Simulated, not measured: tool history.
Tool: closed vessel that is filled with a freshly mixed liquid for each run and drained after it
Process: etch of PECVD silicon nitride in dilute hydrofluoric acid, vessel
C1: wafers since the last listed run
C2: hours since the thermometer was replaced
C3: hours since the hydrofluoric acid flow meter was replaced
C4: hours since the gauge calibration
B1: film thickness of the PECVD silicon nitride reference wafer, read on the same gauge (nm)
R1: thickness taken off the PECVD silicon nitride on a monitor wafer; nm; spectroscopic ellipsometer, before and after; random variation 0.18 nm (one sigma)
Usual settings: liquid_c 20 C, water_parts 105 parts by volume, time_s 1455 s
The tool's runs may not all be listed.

run 1 hour=0 | liquid_c=20 water_parts=105 time_s=2010 | C1=0 C2=21.7 C3=1260.9 C4=17.3 | B1=99.99 | R1=28.69
run 2 hour=67.2 | liquid_c=20 water_parts=105 time_s=2010 | C1=3266 C2=88.9 C3=1328.1 C4=84.5 | B1=99.99 | R1=28.15
run 3 hour=100.4 | liquid_c=20 water_parts=105 time_s=1455 | C1=1613 C2=122.1 C3=1361.3 C4=117.7 | B1=99.99 | R1=20.57
run 4 hour=141.1 | liquid_c=20 water_parts=105 time_s=1455 | C1=1978 C2=162.8 C3=1402 C4=158.4 | B1=100 | R1=20.63
run 5 hour=208.5 | liquid_c=20 water_parts=105 time_s=1455 | C1=3275 C2=230.2 C3=1469.4 C4=225.8 | B1=100 | R1=20.39
run 6 hour=236.9 | liquid_c=20 water_parts=105 time_s=1455 | C1=1380 C2=258.6 C3=1497.8 C4=254.2 | B1=99.97 | R1=19.91
run 7 hour=270.3 | liquid_c=20 water_parts=105 time_s=1455 | C1=1623 C2=292 C3=1531.2 C4=287.6 | B1=99.97 | R1=19.98
run 8 hour=307.4 | liquid_c=20 water_parts=105 time_s=1755 | C1=1803 C2=329.1 C3=1568.3 C4=324.7 | B1=100.02 | R1=23.94
run 9 hour=340.3 | liquid_c=20 water_parts=105 time_s=1985 | C1=1599 C2=362 C3=1601.2 C4=357.6 | B1=99.99 | R1=26.87
run 10 hour=366.8 | liquid_c=20 water_parts=105 time_s=990 | C1=1287 C2=388.5 C3=1627.7 C4=384.1 | B1=99.98 | R1=13.46
-- hour=399.8 hydrofluoric acid flow meter replaced
run 11 hour=408.2 | liquid_c=20 water_parts=105 time_s=1920 | C1=1963 C2=429.9 C3=8.4 C4=425.5 | B1=100 | R1=26.65
run 12 hour=455 | liquid_c=20 water_parts=105 time_s=1455 | C1=2274 C2=476.7 C3=55.2 C4=472.3 | B1=99.99 | R1=19.96
-- hour=457.3 thermometer replaced
run 13 hour=499.2 | liquid_c=17 water_parts=105 time_s=1700 | C1=2099 C2=41.9 C3=99.4 C4=516.5 | B1=99.99 | R1=19.62
run 14 hour=545.3 | liquid_c=17 water_parts=85 time_s=690 | C1=2240 C2=88 C3=145.5 C4=562.6 | B1=100 | R1=9.75
run 15 hour=599.4 | liquid_c=20 water_parts=105 time_s=1455 | C1=2629 C2=142.1 C3=199.6 C4=616.7 | B1=100 | R1=20.48
run 16 hour=650.4 | liquid_c=24 water_parts=105 time_s=1830 | C1=2478 C2=193.1 C3=250.6 C4=667.7 | B1=100 | R1=34.02
run 17 hour=721.7 | liquid_c=20 water_parts=105 time_s=1455 | C1=3465 C2=264.4 C3=321.9 C4=739 | B1=99.97 | R1=19.94
run 18 hour=792 | liquid_c=20 water_parts=85 time_s=1455 | C1=3416 C2=334.7 C3=392.2 C4=809.3 | B1=100.01 | R1=24.41
run 19 hour=857.1 | liquid_c=20 water_parts=105 time_s=1455 | C1=3164 C2=399.8 C3=457.3 C4=874.4 | B1=100 | R1=19.74
run 20 hour=882.9 | liquid_c=20 water_parts=105 time_s=1455 | C1=1253 C2=425.6 C3=483.1 C4=900.2 | B1=100.01 | R1=19.79
-- hour=891.6 thermometer replaced
run 21 hour=943.9 | liquid_c=20 water_parts=105 time_s=2160 | C1=2916 C2=52.3 C3=544.1 C4=961.2 | B1=99.98 | R1=30.25
run 22 hour=1002.7 | liquid_c=21.5 water_parts=150 time_s=1760 | C1=2857 C2=111.1 C3=602.9 C4=1020 | B1=100.01 | R1=19.33
run 23 hour=1065.3 | liquid_c=20 water_parts=105 time_s=1455 | C1=3042 C2=173.7 C3=665.5 C4=1082.6 | B1=100 | R1=20.21
run 24 hour=1133.5 | liquid_c=20 water_parts=105 time_s=2010 | C1=3314 C2=241.9 C3=733.7 C4=1150.8 | B1=99.98 | R1=28.09
run 25 hour=1204.1 | liquid_c=18 water_parts=130 time_s=1925 | C1=3431 C2=312.5 C3=804.3 C4=1221.4 | B1=99.99 | R1=18.73
run 26 hour=1231.1 | liquid_c=17 water_parts=70 time_s=1170 | C1=1312 C2=339.5 C3=831.3 C4=1248.4 | B1=100.01 | R1=19.28
run 27 hour=1263.4 | liquid_c=22 water_parts=120 time_s=1875 | C1=1569 C2=371.8 C3=863.6 C4=1280.7 | B1=99.97 | R1=25.18
run 28 hour=1330.6 | liquid_c=24.5 water_parts=145 time_s=1175 | C1=3266 C2=439 C3=930.8 C4=1347.9 | B1=99.99 | R1=15.74
run 29 hour=1358.4 | liquid_c=20 water_parts=105 time_s=2145 | C1=1351 C2=466.8 C3=958.6 C4=1375.7 | B1=100 | R1=28.74
-- hour=1374.5 thermometer replaced
run 30 hour=1425.8 | liquid_c=24.5 water_parts=145 time_s=920 | C1=3227 C2=51.3 C3=1026 C4=1443.1 | B1=100.01 | R1=12.71
run 31 hour=1494.5 | liquid_c=20 water_parts=105 time_s=1455 | C1=3339 C2=120 C3=1094.7 C4=1511.8 | B1=100.03 | R1=20.78
run 32 hour=1529.2 | liquid_c=20 water_parts=105 time_s=1455 | C1=1686 C2=154.7 C3=1129.4 C4=1546.5 | B1=99.99 | R1=20.54

Forecast each of these 4 alternatives for the next run:
run A hour=1530.3 | liquid_c=20 water_parts=105 time_s=1135 | C1=53 C2=155.8 C3=1130.5 C4=1547.6 | B1=? | R1=?
run B hour=1530.3 | liquid_c=18.5 water_parts=105 time_s=2010 | C1=53 C2=155.8 C3=1130.5 C4=1547.6 | B1=? | R1=?
run C hour=1530.3 | liquid_c=24.5 water_parts=105 time_s=1455 | C1=53 C2=155.8 C3=1130.5 C4=1547.6 | B1=? | R1=?
run D hour=1530.3 | liquid_c=21.5 water_parts=105 time_s=1455 | C1=53 C2=155.8 C3=1130.5 C4=1547.6 | B1=? | R1=?

run=A B1=99.99 R1=15.88
run=B B1=99.99 R1=25.37
run=C B1=99.99 R1=27.5
run=D B1=99.99 R1=22.53
Without the tool's hidden state the same runs would have given:
run=A R1=16.23
run=B R1=25.93
run=C R1=28.08
run=D R1=23.02
